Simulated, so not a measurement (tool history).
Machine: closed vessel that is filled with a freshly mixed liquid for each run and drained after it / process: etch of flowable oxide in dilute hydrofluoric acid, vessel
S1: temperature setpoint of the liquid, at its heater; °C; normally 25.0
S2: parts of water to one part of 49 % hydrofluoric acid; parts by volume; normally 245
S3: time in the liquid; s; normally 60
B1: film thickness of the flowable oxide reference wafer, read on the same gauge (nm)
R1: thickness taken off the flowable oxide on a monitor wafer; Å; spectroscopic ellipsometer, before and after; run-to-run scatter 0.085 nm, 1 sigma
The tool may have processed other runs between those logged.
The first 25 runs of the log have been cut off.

run   hour    S1   S2  S3     B1     R1
 26  424.5  25.0  185  90  39.95  274.0
 27  436.6  22.0  245  60  39.95  117.4
 28  448.1  20.5  150  60  40.00  197.9
 29  455.8  25.0  245  35  40.01   76.0
 30  471.3  25.0  245  70  40.00  151.3
 31  478.3  21.5  360  30  40.01   35.1
 32  486.9  27.5  245  60  39.99  142.8
 33  496.4  25.0  245  60  40.03  130.1

Here are 4 independent what-if runs from the current tool condition. What would each one return?
  A  497.1  21.5  245  60   ?   ?
  B  497.1  22.5  360  30   ?   ?
  C  497.1  25.0  365  60   ?   ?
  D  497.1  25.0  125  60   ?   ?

run     B1     R1
  A  40.00  114.8
  B  40.00   36.4
  C  40.00   77.8
  D  40.00  291.8
Stripped of hidden state, with their random variation kept, the same runs would have yielded:
run     R1
  A  112.4
  B   35.6
  C   76.0
  D  286.1

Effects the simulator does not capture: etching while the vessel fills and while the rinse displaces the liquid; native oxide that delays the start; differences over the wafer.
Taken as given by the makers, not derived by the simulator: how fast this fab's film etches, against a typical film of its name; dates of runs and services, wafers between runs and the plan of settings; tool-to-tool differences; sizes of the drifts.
